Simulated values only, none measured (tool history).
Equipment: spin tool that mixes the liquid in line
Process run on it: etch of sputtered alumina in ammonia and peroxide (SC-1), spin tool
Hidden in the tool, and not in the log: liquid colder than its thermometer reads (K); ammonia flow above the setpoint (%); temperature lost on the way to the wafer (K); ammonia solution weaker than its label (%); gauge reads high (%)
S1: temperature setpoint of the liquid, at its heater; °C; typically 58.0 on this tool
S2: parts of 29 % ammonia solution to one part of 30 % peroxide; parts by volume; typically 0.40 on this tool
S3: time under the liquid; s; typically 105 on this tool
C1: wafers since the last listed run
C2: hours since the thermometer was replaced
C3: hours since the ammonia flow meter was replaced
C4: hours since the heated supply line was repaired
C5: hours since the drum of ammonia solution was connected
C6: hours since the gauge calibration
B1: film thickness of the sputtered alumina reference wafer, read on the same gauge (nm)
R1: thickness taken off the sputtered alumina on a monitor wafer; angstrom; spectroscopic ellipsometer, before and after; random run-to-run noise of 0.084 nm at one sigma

run 1 hour=0.0 | S1=58.0 S2=0.40 S3=105 | C1=0 C2=601.2 C3=2.0 C4=1411.9 C5=550.6 C6=413.1 | B1=79.99 | R1=97.1
-- hour=15.0 thermometer replaced
run 2 hour=60.5 | S1=58.0 S2=0.40 S3=105 | C1=446 C2=45.5 C3=62.5 C4=1472.4 C5=611.1 C6=473.6 | B1=79.99 | R1=101.6
run 3 hour=126.7 | S1=58.0 S2=0.40 S3=105 | C1=496 C2=111.7 C3=128.7 C4=1538.6 C5=677.3 C6=539.8 | B1=80.00 | R1=99.9
run 4 hour=152.8 | S1=64.5 S2=0.40 S3=105 | C1=195 C2=137.8 C3=154.8 C4=1564.7 C5=703.4 C6=565.9 | B1=80.02 | R1=139.6
run 5 hour=183.1 | S1=64.5 S2=0.40 S3=105 | C1=227 C2=168.1 C3=185.1 C4=1595.0 C5=733.7 C6=596.2 | B1=80.00 | R1=138.0
-- hour=211.0 new drum of ammonia solution connected
run 6 hour=235.4 | S1=58.0 S2=0.40 S3=105 | C1=385 C2=220.4 C3=237.4 C4=1647.3 C5=24.4 C6=648.5 | B1=80.02 | R1=101.0
run 7 hour=299.4 | S1=58.0 S2=0.40 S3=105 | C1=480 C2=284.4 C3=301.4 C4=1711.3 C5=88.4 C6=712.5 | B1=80.04 | R1=99.5
run 8 hour=358.5 | S1=58.0 S2=0.40 S3=105 | C1=443 C2=343.5 C3=360.5 C4=1770.4 C5=147.5 C6=771.6 | B1=80.00 | R1=99.2
run 9 hour=390.6 | S1=58.0 S2=0.40 S3=105 | C1=240 C2=375.6 C3=392.6 C4=1802.5 C5=179.6 C6=803.7 | B1=80.00 | R1=99.6
run 10 hour=424.9 | S1=58.0 S2=0.40 S3=105 | C1=257 C2=409.9 C3=426.9 C4=1836.8 C5=213.9 C6=838.0 | B1=80.01 | R1=99.7
run 11 hour=465.3 | S1=58.0 S2=0.40 S3=60 | C1=303 C2=450.3 C3=467.3 C4=1877.2 C5=254.3 C6=878.4 | B1=80.00 | R1=56.3
run 12 hour=501.5 | S1=58.0 S2=0.30 S3=75 | C1=271 C2=486.5 C3=503.5 C4=1913.4 C5=290.5 C6=914.6 | B1=79.98 | R1=68.0
-- hour=536.3 ammonia flow meter replaced
run 13 hour=539.9 | S1=51.0 S2=0.40 S3=130 | C1=280 C2=524.9 C3=3.6 C4=1951.8 C5=328.9 C6=953.0 | B1=79.99 | R1=84.5
run 14 hour=576.7 | S1=58.0 S2=0.40 S3=135 | C1=276 C2=561.7 C3=40.4 C4=1988.6 C5=365.7 C6=989.8 | B1=80.00 | R1=126.7
run 15 hour=624.6 | S1=52.5 S2=0.40 S3=170 | C1=359 C2=609.6 C3=88.3 C4=2036.5 C5=413.6 C6=1037.7 | B1=79.99 | R1=117.3
run 16 hour=719.9 | S1=58.0 S2=0.40 S3=105 | C1=715 C2=704.9 C3=183.6 C4=2131.8 C5=508.9 C6=1133.0 | B1=79.98 | R1=96.0
-- hour=734.8 gauge calibrated
-- hour=781.5 thermometer replaced
run 17 hour=792.2 | S1=52.5 S2=0.40 S3=170 | C1=535 C2=10.7 C3=255.9 C4=2204.1 C5=581.2 C6=57.4 | B1=80.02 | R1=121.9
-- hour=811.2 heated supply line repaired
run 18 hour=819.7 | S1=58.0 S2=0.40 S3=105 | C1=198 C2=38.2 C3=283.4 C4=8.5 C5=608.7 C6=84.9 | B1=80.00 | R1=101.9
run 19 hour=891.2 | S1=58.0 S2=0.40 S3=140 | C1=536 C2=109.7 C3=354.9 C4=80.0 C5=680.2 C6=156.4 | B1=80.04 | R1=133.5
run 20 hour=924.2 | S1=49.5 S2=0.25 S3=50 | C1=247 C2=142.7 C3=387.9 C4=113.0 C5=713.2 C6=189.4 | B1=79.99 | R1=29.0
-- hour=975.2 new drum of ammonia solution connected
run 21 hour=994.2 | S1=58.0 S2=0.40 S3=65 | C1=517 C2=212.7 C3=457.9 C4=183.0 C5=19.0 C6=259.4 | B1=80.00 | R1=61.9
run 22 hour=1054.5 | S1=58.0 S2=0.40 S3=105 | C1=452 C2=273.0 C3=518.2 C4=243.3 C5=79.3 C6=319.7 | B1=80.01 | R1=97.7
run 23 hour=1123.2 | S1=63.5 S2=0.60 S3=120 | C1=515 C2=341.7 C3=586.9 C4=312.0 C5=148.0 C6=388.4 | B1=80.03 | R1=159.5
run 24 hour=1161.5 | S1=66.0 S2=0.25 S3=105 | C1=287 C2=380.0 C3=625.2 C4=350.3 C5=186.3 C6=426.7 | B1=80.02 | R1=142.2

Each row is a separate what-if for the run after 24, all from the same tool condition, not one after another. Results?
run A hour=1161.9 | S1=58.0 S2=0.40 S3=105 | C1=3 C2=380.4 C3=625.6 C4=350.7 C5=186.7 C6=427.1 | B1=? | R1=?
run B hour=1161.9 | S1=50.5 S2=0.25 S3=105 | C1=3 C2=380.4 C3=625.6 C4=350.7 C5=186.7 C6=427.1 | B1=? | R1=?
run C hour=1161.9 | S1=64.0 S2=0.40 S3=105 | C1=3 C2=380.4 C3=625.6 C4=350.7 C5=186.7 C6=427.1 | B1=? | R1=?
run D hour=1161.9 | S1=49.0 S2=0.40 S3=80 | C1=3 C2=380.4 C3=625.6 C4=350.7 C5=186.7 C6=427.1 | B1=? | R1=?

run=A B1=80.00 R1=98.0
run=B B1=80.00 R1=62.7
run=C B1=80.00 R1=133.2
run=D B1=80.00 R1=46.0
Take away the tool's hidden state, keep each run's random variation, and the runs would have read:
run=A R1=100.6
run=B R1=64.4
run=C R1=136.6
run=D R1=47.3

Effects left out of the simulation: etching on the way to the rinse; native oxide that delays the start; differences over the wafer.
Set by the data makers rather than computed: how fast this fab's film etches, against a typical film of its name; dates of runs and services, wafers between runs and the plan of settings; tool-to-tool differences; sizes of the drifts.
